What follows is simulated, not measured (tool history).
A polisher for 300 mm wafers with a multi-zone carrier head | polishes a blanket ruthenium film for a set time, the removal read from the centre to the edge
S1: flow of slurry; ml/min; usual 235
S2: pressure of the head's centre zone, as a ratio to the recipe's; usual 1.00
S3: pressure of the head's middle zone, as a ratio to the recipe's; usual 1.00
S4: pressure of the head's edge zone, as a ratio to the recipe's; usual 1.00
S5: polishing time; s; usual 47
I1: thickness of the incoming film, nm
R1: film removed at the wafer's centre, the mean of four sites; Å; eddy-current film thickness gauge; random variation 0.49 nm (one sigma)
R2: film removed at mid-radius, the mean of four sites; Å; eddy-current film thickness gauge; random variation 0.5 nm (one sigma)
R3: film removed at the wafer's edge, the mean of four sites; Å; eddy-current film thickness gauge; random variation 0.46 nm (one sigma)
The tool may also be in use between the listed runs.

run 1 day=0.000 | S1=235 S2=1.00 S3=1.00 S4=1.00 S5=47 | I1=440.8 | R1=358 R2=367 R3=367
run 2 day=2.029 | S1=235 S2=1.00 S3=1.00 S4=1.00 S5=47 | I1=442.4 | R1=356 R2=359 R3=358
run 3 day=4.942 | S1=235 S2=1.00 S3=0.92 S4=0.93 S5=47 | I1=440.1 | R1=355 R2=337 R3=357
-- day=8.004 edge zone pressure recalibrated
run 4 day=9.088 | S1=235 S2=1.00 S3=0.92 S4=0.93 S5=47 | I1=434.0 | R1=354 R2=331 R3=350
-- day=9.938 centre zone pressure recalibrated
run 5 day=10.683 | S1=235 S2=1.00 S3=0.92 S4=0.93 S5=47 | I1=438.7 | R1=346 R2=339 R3=342
-- day=11.996 slurry nozzle cleaned
run 6 day=13.871 | S1=235 S2=1.00 S3=1.00 S4=1.00 S5=41 | I1=436.5 | R1=303 R2=302 R3=314
-- day=15.596 worn pad replaced by a new one, of another model than before
run 7 day=18.133 | S1=235 S2=1.00 S3=1.00 S4=1.00 S5=41 | I1=444.7 | R1=321 R2=320 R3=327
-- day=19.329 carrier head's membrane replaced by a new one
run 8 day=20.483 | S1=235 S2=1.00 S3=1.00 S4=1.00 S5=47 | I1=436.6 | R1=355 R2=373 R3=372
run 9 day=23.021 | S1=235 S2=1.00 S3=1.00 S4=1.00 S5=47 | I1=437.5 | R1=360 R2=368 R3=366
run 10 day=25.354 | S1=205 S2=1.00 S3=1.04 S4=1.00 S5=47 | I1=442.7 | R1=350 R2=367 R3=361
-- day=27.004 centre zone pressure recalibrated
run 11 day=29.758 | S1=165 S2=1.00 S3=1.00 S4=1.00 S5=47 | I1=438.9 | R1=337 R2=335 R3=349
-- day=34.125 slurry nozzle cleaned
-- day=36.021 edge zone pressure recalibrated
-- day=37.254 worn pad replaced by a new one
run 12 day=41.483 | S1=285 S2=1.00 S3=1.09 S4=1.00 S5=47 | I1=439.1 | R1=367 R2=395 R3=381
run 13 day=45.188 | S1=185 S2=1.04 S3=1.00 S4=1.00 S5=40 | I1=442.8 | R1=304 R2=296 R3=304
run 14 day=48.525 | S1=235 S2=1.00 S3=1.00 S4=1.00 S5=53 | I1=445.8 | R1=398 R2=401 R3=415
-- day=49.533 centre zone pressure recalibrated
run 15 day=51.025 | S1=235 S2=1.00 S3=1.00 S4=1.10 S5=47 | I1=441.8 | R1=344 R2=353 R3=380
run 16 day=53.638 | S1=235 S2=1.00 S3=1.00 S4=1.09 S5=61 | I1=436.7 | R1=436 R2=460 R3=498
-- day=54.788 slurry nozzle cleaned
-- day=55.517 carrier head's membrane replaced by a new one
run 17 day=58.025 | S1=235 S2=1.00 S3=1.00 S4=1.00 S5=47 | I1=434.6 | R1=342 R2=347 R3=357
-- day=58.529 worn pad replaced by a new one
run 18 day=61.458 | S1=235 S2=1.00 S3=0.90 S4=1.00 S5=62 | I1=442.0 | R1=469 R2=453 R3=488
-- day=62.638 edge zone pressure recalibrated
run 19 day=64.071 | S1=235 S2=1.05 S3=1.00 S4=1.00 S5=47 | I1=445.1 | R1=372 R2=367 R3=380
run 20 day=67.350 | S1=235 S2=1.00 S3=1.00 S4=1.00 S5=47 | I1=435.8 | R1=357 R2=364 R3=366
-- day=70.162 centre zone pressure recalibrated
run 21 day=71.350 | S1=200 S2=1.00 S3=0.93 S4=1.09 S5=47 | I1=439.5 | R1=346 R2=329 R3=375
run 22 day=74.271 | S1=200 S2=0.96 S3=1.00 S4=1.00 S5=47 | I1=442.0 | R1=326 R2=343 R3=352
-- day=75.058 slurry nozzle cleaned
run 23 day=77.688 | S1=235 S2=0.96 S3=1.00 S4=1.00 S5=56 | I1=433.9 | R1=390 R2=408 R3=421

Forecast each of these 3 alternatives for the next run:
run A day=77.704 | S1=235 S2=1.00 S3=1.00 S4=1.00 S5=47 | I1=445.5 | R1=? R2=? R3=?
run B day=77.704 | S1=180 S2=1.00 S3=1.00 S4=1.07 S5=47 | I1=445.5 | R1=? R2=? R3=?
run C day=77.704 | S1=235 S2=1.00 S3=1.00 S4=1.09 S5=47 | I1=445.5 | R1=? R2=? R3=?

run=A R1=346 R2=349 R3=354
run=B R1=336 R2=340 R3=359
run=C R1=346 R2=349 R3=369
Without the tool's hidden state the same runs would have given:
run=A R1=372 R2=375 R3=380
run=B R1=361 R2=366 R3=385
run=C R1=372 R2=375 R3=397

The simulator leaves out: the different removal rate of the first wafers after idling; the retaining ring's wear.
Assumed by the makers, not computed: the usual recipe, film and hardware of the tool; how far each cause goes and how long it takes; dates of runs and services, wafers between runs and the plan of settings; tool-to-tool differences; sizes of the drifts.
